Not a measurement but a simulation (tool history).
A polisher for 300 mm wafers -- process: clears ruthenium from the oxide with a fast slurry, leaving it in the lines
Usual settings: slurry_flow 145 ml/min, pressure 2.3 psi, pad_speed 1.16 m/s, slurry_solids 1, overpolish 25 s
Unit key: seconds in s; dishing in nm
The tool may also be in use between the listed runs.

run    hour  slurry_flow  pressure  pad_speed  slurry_solids  overpolish  incoming thickness of the incoming film, nm  seconds  dishing
  1       0          145       2.3       1.16              1          25                                        130.6     34.7     76.2
       29.8  -- worn pad replaced by a new one
  2    40.2          145       2.3       1.16              1          25                                        131.3     35.1     72.1
       99.2  -- head pressure recalibrated
  3   135.9          145       2.3       1.16              1          25                                        129.8     33.7     79.5
      192.8  -- slurry blender recalibrated
      199.4  -- slurry nozzle cleaned
  4   201.7          145       2.3       1.16              1          25                                        130.2     31.6     83.4
      247.8  -- worn pad replaced by a new one
  5     268          165       2.3       1.16              1          25                                        130.8     31.3     82.7
  6   319.8          145       2.5       1.16              1          25                                          129     29.9       82
  7   380.1          145       2.5       1.16              1          25                                        130.8     30.3     82.7
  8   430.6          145       2.3       1.16              1          25                                        129.3     33.7     77.4
  9   458.7          145       2.3       1.16              1          25                                        129.6     34.3     78.2
      477.6  -- slurry blender recalibrated
      491.8  -- slurry nozzle cleaned
 10   504.7          145       2.3       1.16              1          25                                        129.7     32.5     78.3
      533.1  -- worn pad replaced by a new one
 11   559.3          145       2.3       1.16              1          25                                        128.1     33.2     77.6
 12   613.9          145       2.3       1.16              1          25                                        130.3     34.7     74.3
 13   673.4          120       2.3        1.5            0.8          25                                        129.6     33.9     73.5
 14   716.5          115       1.5       1.16            1.3          34                                        129.3       48     70.1
      741.9  -- slurry blender recalibrated
 15   782.2          120       1.5       1.16            1.1          25                                        128.2     50.3     53.4
      791.3  -- worn pad replaced by a new one
 16   815.6          120       2.3       1.16              1          34                                          129     37.2     91.8
      824.6  -- slurry nozzle cleaned
      880.1  -- head pressure recalibrated
 17     886          130       2.3       1.36              1          25                                        130.3     28.7     87.4
 18   948.9          175         2       1.16           1.15          25                                          129     33.1     78.8
 19   997.3          145       2.3       1.16              1          25                                        132.3     33.6       79
     1012.9  -- worn pad replaced by a new one
     1021.8  -- slurry blender recalibrated
 20  1063.4          145       2.3       1.16              1          13                                        130.4     31.9     45.3
 21  1130.7          165       2.3       0.98           0.85          35                                          130     40.2       87
     1166.2  -- slurry nozzle cleaned
 22  1175.4          145       1.8        1.5            0.7          14                                        130.6     42.8     37.3
 23  1236.2          125       2.3       1.16              1          25                                        132.1       36     73.6
 24  1270.3          120       1.5       1.16            1.1          25                                        129.8     49.5     53.4

What the log doesn't show, run by run:
removal rate lost through wear of the pad, %: 0 across all the runs
slurry flow missing at the pad, %: 0 across all the runs
H1: deviation of the head's pressure from its setpoint, %
H2: abrasive missing from the slurry, %
run      H1     H2
  1   -7.28   5.53
  2   -8.34   7.27
  3  -0.627   11.4
  4  -0.838  0.419
  5   -1.25   3.28
  6   -1.72   5.52
  7   -2.41   8.12
  8   -3.13   10.3
  9   -3.57   11.5
 10   -4.38    3.3
 11   -5.47   5.66
 12    -6.7   8.01
 13   -8.19   10.6
 14   -9.38   12.4
 15   -11.3   1.93
 16   -12.4   3.37
 17  -0.234   6.41
 18  -0.342   9.12
 19   -0.55   11.2
 20   -1.01   3.52
 21   -1.68   6.43
 22   -2.24   8.36
 23   -3.15     11
 24   -3.74   12.5

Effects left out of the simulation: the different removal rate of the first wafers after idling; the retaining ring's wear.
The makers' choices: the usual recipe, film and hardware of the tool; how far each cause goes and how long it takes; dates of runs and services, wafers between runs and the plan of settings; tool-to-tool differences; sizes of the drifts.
